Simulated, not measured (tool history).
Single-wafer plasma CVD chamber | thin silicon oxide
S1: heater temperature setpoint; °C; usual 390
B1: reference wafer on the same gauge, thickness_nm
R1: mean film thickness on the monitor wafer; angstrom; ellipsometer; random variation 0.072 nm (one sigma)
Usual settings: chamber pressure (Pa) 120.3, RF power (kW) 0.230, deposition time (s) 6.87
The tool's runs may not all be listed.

Run 1, hour 0.0: usual settings; B1 13.504. Result: R1 131.81 angstrom.
Run 2, hour 22.5: usual settings; B1 13.491. Result: R1 133.10 angstrom.
Run 3, hour 57.5: usual settings but S1 379 °C; B1 13.484. Result: R1 133.28 angstrom.
Run 4, hour 83.2: usual settings but S1 379 °C; B1 13.483. Result: R1 132.71 angstrom.
Run 5, hour 109.9: usual settings but S1 379 °C; B1 13.505. Result: R1 133.22 angstrom.
Run 6, hour 139.9: usual settings but S1 386 °C; B1 13.512. Result: R1 131.83 angstrom.
Run 7, hour 161.4: usual settings but S1 386 °C; B1 13.499. Result: R1 132.37 angstrom.
Run 8, hour 176.9: usual settings but S1 386 °C; B1 13.494. Result: R1 132.28 angstrom.
Run 9, hour 198.0: usual settings; B1 13.500. Result: R1 133.33 angstrom.
Run 10, hour 229.8: usual settings; B1 13.501. Result: R1 132.20 angstrom.
Run 11, hour 264.8: usual settings; B1 13.506. Result: R1 132.61 angstrom.
Run 12, hour 284.0: usual settings; B1 13.499. Result: R1 131.81 angstrom.
Run 13, hour 312.9: usual settings; B1 13.498. Result: R1 130.46 angstrom.
At hour 327.1: showerhead replaced.
At hour 327.7: capacitance manometer re-zeroed and calibrated.
Run 14, hour 336.4: usual settings but S1 378 °C, chamber pressure (Pa) 146.0, deposition time (s) 8.02; B1 13.503. Result: R1 168.22 angstrom.
Run 15, hour 357.0: usual settings but S1 398 °C, chamber pressure (Pa) 104.7; B1 13.507. Result: R1 124.10 angstrom.
At hour 459.2: RF generator calibrated.
Run 16, hour 459.7: usual settings but S1 405 °C; B1 13.507. Result: R1 131.34 angstrom.
At hour 469.6: thermocouple changed; heater temperature recalibrated.
At hour 480.0: gauge calibrated.
Run 17, hour 480.6: usual settings but S1 383 °C, chamber pressure (Pa) 137.2, deposition time (s) 8.18; B1 13.500. Result: R1 166.70 angstrom.
Run 18, hour 585.8: usual settings; B1 13.515. Result: R1 131.22 angstrom.
Run 19, hour 599.9: usual settings but chamber pressure (Pa) 134.7; B1 13.487. Result: R1 137.51 angstrom.
Run 20, hour 622.5: usual settings but S1 382 °C, chamber pressure (Pa) 132.0, deposition time (s) 5.81; B1 13.499. Result: R1 117.08 angstrom.
Run 21, hour 644.2: usual settings; B1 13.501. Result: R1 131.40 angstrom.

The next listed run, before its measurement:
Run 22, hour 657.6: usual settings but chamber pressure (Pa) 145.6, RF power (kW) 0.195; B1 ?. Result: R1 ?.

{"run 22": {"B1": 13.508, "R1": 128.24}}
Without the tool's hidden state the same run would have given R1 128.24 angstrom.
